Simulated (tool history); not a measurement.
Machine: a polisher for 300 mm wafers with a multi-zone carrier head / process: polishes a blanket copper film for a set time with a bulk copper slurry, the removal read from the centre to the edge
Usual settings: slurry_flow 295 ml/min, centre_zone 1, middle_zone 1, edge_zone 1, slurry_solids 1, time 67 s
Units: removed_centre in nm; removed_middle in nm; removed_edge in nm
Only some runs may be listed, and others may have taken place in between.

| run | day | slurry_flow | centre_zone | middle_zone | edge_zone | slurry_solids | time | wafers since the last listed run | wafers polished on this pad | hours since the slurry nozzle was cleaned | hours since the centre zone pressure was calibrated | hours since the edge zone pressure was calibrated | hours since the carrier head's membrane was replaced | incoming thickness of the incoming film, nm | removed_centre | removed_middle | removed_edge |
|---|---|---|---|---|---|---|---|---|---|---|---|---|---|---|---|---|---|
| 1 | 0 | 375 | 1 | 1.11 | 0.9 | 1 | 78 | 0 | 2350 | 51.8 | 789.3 | 700 | 20.7 | 2443.6 | 928.1 | 996.4 | 915.5 |
| 2 | 3.188 | 295 | 1 | 1.07 | 1 | 0.85 | 67 | 552 | 2903 | 128.3 | 865.8 | 776.5 | 97.2 | 2366.9 | 753.2 | 791.7 | 758.8 |
|  | 3.562 | edge zone pressure recalibrated |
| 3 | 5.146 | 295 | 1.04 | 1.05 | 1 | 0.9 | 75 | 324 | 3227 | 175.3 | 912.8 | 38 | 144.2 | 2375 | 863 | 854.4 | 870.3 |
| 4 | 9.046 | 295 | 1 | 1 | 0.95 | 1 | 67 | 675 | 3903 | 268.9 | 1006.4 | 131.6 | 237.8 | 2416.6 | 764.2 | 765 | 783.8 |
| 5 | 11.312 | 295 | 1 | 1 | 1 | 1 | 67 | 392 | 4296 | 323.3 | 1060.8 | 186 | 292.2 | 2386.1 | 762.1 | 744 | 759.6 |
| 6 | 13.662 | 295 | 1 | 1 | 1 | 1 | 67 | 407 | 4703 | 379.7 | 1117.2 | 242.4 | 348.6 | 2391.3 | 745.6 | 747.7 | 769 |
|  | 16.296 | worn pad replaced by a new one |
| 7 | 18.071 | 295 | 1 | 1 | 1 | 1 | 67 | 734 | 307 | 485.5 | 1223 | 348.2 | 454.4 | 2432.9 | 752.4 | 741.5 | 767.6 |
| 8 | 21.746 | 295 | 1.1 | 0.93 | 1 | 1.1 | 76 | 636 | 944 | 573.7 | 1311.2 | 436.4 | 542.6 | 2422.9 | 944.8 | 815.4 | 913.1 |
|  | 22.488 | slurry nozzle cleaned |
| 9 | 23.962 | 295 | 0.93 | 1 | 0.96 | 0.75 | 75 | 376 | 1321 | 35.4 | 1364.4 | 489.6 | 595.8 | 2449.4 | 747.1 | 796.7 | 809 |
|  | 26.679 | centre zone pressure recalibrated |
| 10 | 27.579 | 360 | 1 | 1 | 0.92 | 1 | 67 | 612 | 1933 | 122.2 | 21.6 | 576.4 | 682.6 | 2421.2 | 778.1 | 782.6 | 756.2 |
| 11 | 29.675 | 295 | 1 | 1 | 1 | 1 | 67 | 363 | 2296 | 172.5 | 71.9 | 626.7 | 732.9 | 2381.3 | 768.8 | 759.3 | 783.7 |
| 12 | 33.421 | 295 | 1 | 1 | 1 | 1 | 67 | 648 | 2945 | 262.4 | 161.8 | 716.6 | 822.8 | 2431.8 | 775.9 | 751.5 | 771.4 |
| 13 | 36.721 | 295 | 1.05 | 1 | 1 | 0.8 | 67 | 571 | 3516 | 341.6 | 241 | 795.8 | 902 | 2405.4 | 749.8 | 707.4 | 732.7 |
| 14 | 39.517 | 295 | 1 | 1 | 1 | 1 | 67 | 484 | 4001 | 408.7 | 308.1 | 862.9 | 969.1 | 2449.9 | 758.9 | 749.8 | 757 |
|  | 40.233 | edge zone pressure recalibrated |
| 15 | 41.504 | 295 | 1 | 0.92 | 1.03 | 1.1 | 67 | 329 | 4331 | 456.4 | 355.8 | 30.5 | 1016.8 | 2404.3 | 776.4 | 700.5 | 800.2 |
|  | 45.167 | worn pad replaced by a new one |
| 16 | 45.825 | 350 | 1 | 0.96 | 0.92 | 1.1 | 67 | 719 | 114 | 560.1 | 459.5 | 134.2 | 1120.5 | 2426 | 774.4 | 750.3 | 773.9 |
|  | 47.996 | carrier head's membrane replaced by a new one |
|  | 48.638 | slurry nozzle cleaned |
| 17 | 49.4 | 295 | 1.1 | 0.93 | 1 | 1.1 | 76 | 576 | 690 | 18.3 | 545.3 | 220 | 33.7 | 2406.6 | 977.7 | 841.7 | 890 |
| 18 | 50.9 | 295 | 1 | 1 | 1 | 1 | 75 | 259 | 949 | 54.3 | 581.3 | 256 | 69.7 | 2413.8 | 869.8 | 854.8 | 888.7 |
| 19 | 53.533 | 295 | 1 | 1 | 1 | 1 | 67 | 456 | 1406 | 117.5 | 644.5 | 319.2 | 132.9 | 2466.3 | 753.2 | 762.5 | 784.7 |
| 20 | 57.367 | 240 | 1.11 | 1 | 1 | 1 | 67 | 664 | 2070 | 209.5 | 736.5 | 411.2 | 224.9 | 2418.6 | 825.7 | 739.1 | 756.2 |
| 21 | 60.592 | 295 | 1 | 1 | 1 | 1 | 67 | 558 | 2628 | 286.9 | 813.9 | 488.6 | 302.3 | 2408.1 | 779.7 | 735.4 | 779.5 |

Expected results for the next run?
| 22 | 62.917 | 295 | 1 | 0.95 | 1 | 1 | 58 | 402 | 3031 | 342.7 | 869.7 | 544.4 | 358.1 | 2451.9 | ? | ? | ? |

{"run 22": {"removed_centre": 655.4, "removed_middle": 630.7, "removed_edge": 666.4}}
Were there no unlogged condition in the tool, this run, its random variation unchanged, would have produced removed_centre 672.7 nm, removed_middle 645.8 nm, removed_edge 678.5 nm.
